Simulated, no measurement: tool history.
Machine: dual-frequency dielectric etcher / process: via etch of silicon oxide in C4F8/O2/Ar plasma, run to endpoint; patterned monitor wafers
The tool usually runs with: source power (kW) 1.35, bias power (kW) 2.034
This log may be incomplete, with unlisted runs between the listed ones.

| run | hour | source power (kW) | bias power (kW) | incoming incoming film thickness, nm | endpoint time (s) |
|---|---|---|---|---|---|
| 1 | 0 | 1.42 | 2.034 | 797.9 | 163.8 |
| 2 | 69.9 | 1.35 | 2.034 | 808.7 | 169.2 |
|  | 130.9 | wet clean of the chamber |
| 3 | 138.6 | 1.35 | 2.034 | 798.6 | 168 |
| 4 | 186.9 | 1.19 | 2.034 | 802.1 | 177 |
| 5 | 229.7 | 1.19 | 2.034 | 806.6 | 177.4 |
| 6 | 313.8 | 1.19 | 2.034 | 801.9 | 175.1 |
| 7 | 391.3 | 1.5 | 2.404 | 813.9 | 154.5 |
| 8 | 468.3 | 1.5 | 2.404 | 813.2 | 154.9 |
| 9 | 514.1 | 1.35 | 1.845 | 805.9 | 174 |
| 10 | 603.7 | 1.35 | 1.845 | 809.5 | 175.6 |
| 11 | 644.2 | 1.35 | 1.845 | 806 | 174.7 |
|  | 670.5 | wet clean of the chamber |
| 12 | 736.9 | 1.35 | 2.034 | 796.4 | 166.2 |
| 13 | 815.7 | 1.35 | 2.034 | 804.7 | 170 |
|  | 865.2 | source power generator calibrated |
|  | 879 | upper electrode replaced |
| 14 | 879.5 | 1.15 | 1.845 | 806.5 | 189.5 |
| 15 | 970.5 | 1.04 | 2.161 | 800.4 | 182.6 |
|  | 1218.7 | wet clean of the chamber |
| 16 | 1219.2 | 1.35 | 2.034 | 811 | 172 |
|  | 1226.7 | bias power generator calibrated |
| 17 | 1262.7 | 1.5 | 2.404 | 802.8 | 152.4 |
| 18 | 1363.2 | 1.35 | 1.703 | 799.5 | 180.6 |
| 19 | 1399.8 | 1.2 | 2.454 | 808.5 | 166 |
| 20 | 1505.6 | 1.04 | 2.254 | 799.2 | 178.3 |
| 21 | 1582.4 | 1.16 | 2.374 | 801.2 | 168.4 |
| 22 | 1638.1 | 1.14 | 1.838 | 799.4 | 187.1 |
|  | 1702.2 | wet clean of the chamber |
| 23 | 1908 | 1.51 | 2.034 | 794 | 160.2 |
| 24 | 1955.8 | 1.47 | 1.734 | 803.1 | 171.4 |
|  | 2140.9 | wet clean of the chamber |
| 25 | 2141.4 | 1.68 | 2.39 | 812.8 | 148.4 |
| 26 | 2204.6 | 1.14 | 1.601 | 808.4 | 196.7 |
| 27 | 2265.8 | 1.35 | 1.582 | 812.7 | 187.2 |

What would each run have given without the hidden state, its run-to-run variation left as it was?
The tool's hidden condition here consists of: etch rate over this chamber's usual, %; source power that arrives over what is set, %; bias power that arrives over what is set, %.
| run | endpoint time (s) |
|---|---|
| 1 | 166.4 |
| 2 | 171.9 |
| 3 | 170.7 |
| 4 | 179.9 |
| 5 | 180.3 |
| 6 | 178 |
| 7 | 157.1 |
| 8 | 157.5 |
| 9 | 177 |
| 10 | 178.7 |
| 11 | 177.8 |
| 12 | 169.2 |
| 13 | 173 |
| 14 | 189.5 |
| 15 | 183 |
| 16 | 173.3 |
| 17 | 153.6 |
| 18 | 182.4 |
| 19 | 167.7 |
| 20 | 180.3 |
| 21 | 170.4 |
| 22 | 189.5 |
| 23 | 162.5 |
| 24 | 173.9 |
| 25 | 150.7 |
| 26 | 199.9 |
| 27 | 190.3 |

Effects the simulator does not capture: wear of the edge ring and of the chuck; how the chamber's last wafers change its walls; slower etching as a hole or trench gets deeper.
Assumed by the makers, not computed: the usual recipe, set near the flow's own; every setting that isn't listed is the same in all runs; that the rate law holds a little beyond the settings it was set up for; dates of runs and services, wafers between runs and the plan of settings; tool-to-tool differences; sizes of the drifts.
